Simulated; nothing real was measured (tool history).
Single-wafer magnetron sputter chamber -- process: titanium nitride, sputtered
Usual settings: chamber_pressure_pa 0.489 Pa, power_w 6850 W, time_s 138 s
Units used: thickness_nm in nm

run	day	chamber_pressure_pa	power_w	time_s	wafers since the last listed run	wafers on the sputter target	hours since the last manometer calibration	hours since the magnet pack was replaced	hours since the gauge calibration	read-back reference wafer on the same gauge, thickness_nm	thickness_nm
1	0	0.489	7850	138	0	3219	1366.8	6891.7	861	140.044	176.729
2	1.829	0.489	6850	138	679	3899	1410.7	6935.6	904.9	140.136	159.021
# day 2.375: sputter target and shields replaced
3	3.425	0.489	6850	138	468	389	1449	6973.9	943.2	139.973	161.467
4	5.762	0.489	6850	138	868	1257	1505.1	7030	999.3	139.955	160.146
5	7.912	0.489	6850	138	798	2056	1556.7	7081.6	1050.9	140.09	159.373
6	10.142	0.489	6850	138	827	2884	1610.2	7135.1	1104.4	140.095	160.095
7	12.542	0.489	6850	138	891	3775	1667.8	7192.7	1162	139.776	159.098
8	13.975	0.489	6850	138	532	4308	1702.2	7227.1	1196.4	140.071	159.512
# day 15.562: sputter target and shields replaced
# day 16.254: capacitance manometer re-zeroed and calibrated
9	16.275	0.489	6850	138	606	140	0.5	7282.3	1251.6	139.845	160.029
# day 21.342: gauge calibrated
10	22.783	0.325	6850	138	2417	2557	156.7	7438.5	34.6	139.877	165.137
11	25.383	0.489	6850	123	965	3523	219.1	7500.9	97	139.995	141.697
# day 26.738: sputter target and shields replaced
12	26.758	0.583	6850	138	386	7	252.1	7533.9	130	140.094	159.262
13	31.788	0.489	7900	155	1868	1875	372.8	7654.6	250.7	140.009	199.301
# day 33.429: magnet pack replaced
14	39.696	0.625	6850	138	2813	4689	562.6	150.4	440.5	139.912	154.541
# day 40.092: sputter target and shields replaced
15	41.221	0.405	6850	112	442	419	599.2	187	477.1	140.024	132.437

Run 16 comes next. What will it give?
16	43.933	0.489	6850	153	1007	1426	664.3	252.1	542.2	?	?

{"run 16": {"read-back reference wafer on the same gauge, thickness_nm": 139.922, "thickness_nm": 177.556}}
The same run, on a tool lacking any hidden state, would have yielded thickness_nm 179.401 nm.
